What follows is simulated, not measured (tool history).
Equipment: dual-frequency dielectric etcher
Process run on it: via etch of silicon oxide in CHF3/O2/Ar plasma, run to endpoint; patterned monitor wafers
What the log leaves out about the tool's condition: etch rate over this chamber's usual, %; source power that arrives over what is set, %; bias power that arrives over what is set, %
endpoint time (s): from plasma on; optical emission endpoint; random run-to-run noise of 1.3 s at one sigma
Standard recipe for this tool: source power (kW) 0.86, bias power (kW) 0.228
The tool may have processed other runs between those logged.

| run | day | source power (kW) | bias power (kW) | wafers since the last listed run | hours since the last wet clean | hours since the last source power generator calibration | hours since the last bias power generator calibration | hours since the last upper electrode change | incoming incoming film thickness, nm | endpoint time (s) |
|---|---|---|---|---|---|---|---|---|---|---|
| 1 | 0 | 0.97 | 0.228 | 0 | 328.7 | 3080.1 | 3985 | 781 | 754.9 | 290.3 |
| 2 | 2.946 | 0.97 | 0.228 | 212 | 399.4 | 3150.8 | 4055.7 | 851.7 | 760.1 | 295.3 |
| 3 | 7.379 | 0.97 | 0.228 | 319 | 505.8 | 3257.2 | 4162.1 | 958.1 | 749.2 | 291 |
| 4 | 9.871 | 0.86 | 0.228 | 179 | 565.6 | 3317 | 4221.9 | 1017.9 | 756.9 | 301.8 |
|  | 11.304 | wet clean of the chamber |
| 5 | 14.008 | 0.86 | 0.228 | 225 | 64.9 | 3416.3 | 4321.2 | 1117.2 | 749.1 | 304.1 |
| 6 | 16.012 | 0.86 | 0.267 | 144 | 113 | 3464.4 | 4369.3 | 1165.3 | 756.2 | 287.5 |
| 7 | 19.162 | 0.86 | 0.267 | 226 | 188.6 | 3540 | 4444.9 | 1240.9 | 761.6 | 292.3 |
| 8 | 27.1 | 0.86 | 0.267 | 571 | 379.1 | 3730.5 | 4635.4 | 1431.4 | 758.7 | 286.8 |
| 9 | 28.746 | 0.86 | 0.191 | 118 | 418.6 | 3770 | 4674.9 | 1470.9 | 755.6 | 329.5 |
| 10 | 33.225 | 0.86 | 0.191 | 322 | 526.1 | 3877.5 | 4782.4 | 1578.4 | 750.6 | 324.2 |
|  | 37.158 | source power generator calibrated |
|  | 37.667 | wet clean of the chamber |
|  | 38.388 | upper electrode replaced |
| 11 | 38.408 | 0.95 | 0.249 | 272 | 17.8 | 30 | 4906.8 | 0.5 | 758.1 | 287.7 |
| 12 | 38.729 | 0.78 | 0.281 | 23 | 25.5 | 37.7 | 4914.5 | 8.2 | 759.7 | 293.4 |
| 13 | 42.808 | 0.86 | 0.267 | 293 | 123.4 | 135.6 | 5012.4 | 106.1 | 763.1 | 288.8 |
| 14 | 44.65 | 0.95 | 0.277 | 132 | 167.6 | 179.8 | 5056.6 | 150.3 | 754.4 | 273.2 |
|  | 45.154 | bias power generator calibrated |
| 15 | 46.196 | 0.86 | 0.265 | 99 | 204.7 | 216.9 | 25 | 187.4 | 751.5 | 285.9 |
| 16 | 49.129 | 0.94 | 0.269 | 211 | 275.1 | 287.3 | 95.4 | 257.8 | 755.7 | 276.9 |
| 17 | 50.762 | 1.02 | 0.172 | 117 | 314.3 | 326.5 | 134.6 | 297 | 760.6 | 326.3 |
| 18 | 54.329 | 0.86 | 0.228 | 256 | 399.9 | 412.1 | 220.2 | 382.6 | 764.6 | 307.9 |
| 19 | 58.133 | 0.69 | 0.18 | 273 | 491.2 | 503.4 | 311.5 | 473.9 | 753.5 | 358.6 |
| 20 | 62.038 | 0.86 | 0.228 | 281 | 584.9 | 597.1 | 405.2 | 567.6 | 760.8 | 303.8 |
|  | 63.379 | wet clean of the chamber |
| 21 | 65.842 | 0.86 | 0.228 | 201 | 59.1 | 688.4 | 496.5 | 658.9 | 755.8 | 304.6 |

Predict each of these 4 candidate next runs independently; none follows another, all start after run 21:
| A | 65.862 | 0.86 | 0.228 | 1 | 59.6 | 688.9 | 497 | 659.4 | 762 | ? |
| B | 65.862 | 0.96 | 0.186 | 1 | 59.6 | 688.9 | 497 | 659.4 | 762 | ? |
| C | 65.862 | 0.67 | 0.228 | 1 | 59.6 | 688.9 | 497 | 659.4 | 762 | ? |
| D | 65.862 | 0.8 | 0.228 | 1 | 59.6 | 688.9 | 497 | 659.4 | 762 | ? |

| run | endpoint time (s) |
|---|---|
| A | 311.3 |
| B | 326.7 |
| C | 336.4 |
| D | 318.5 |
With the hidden condition removed and each run's random variation left untouched, the same runs would have given:
| run | endpoint time (s) |
|---|---|
| A | 312.2 |
| B | 327.6 |
| C | 337.4 |
| D | 319.4 |
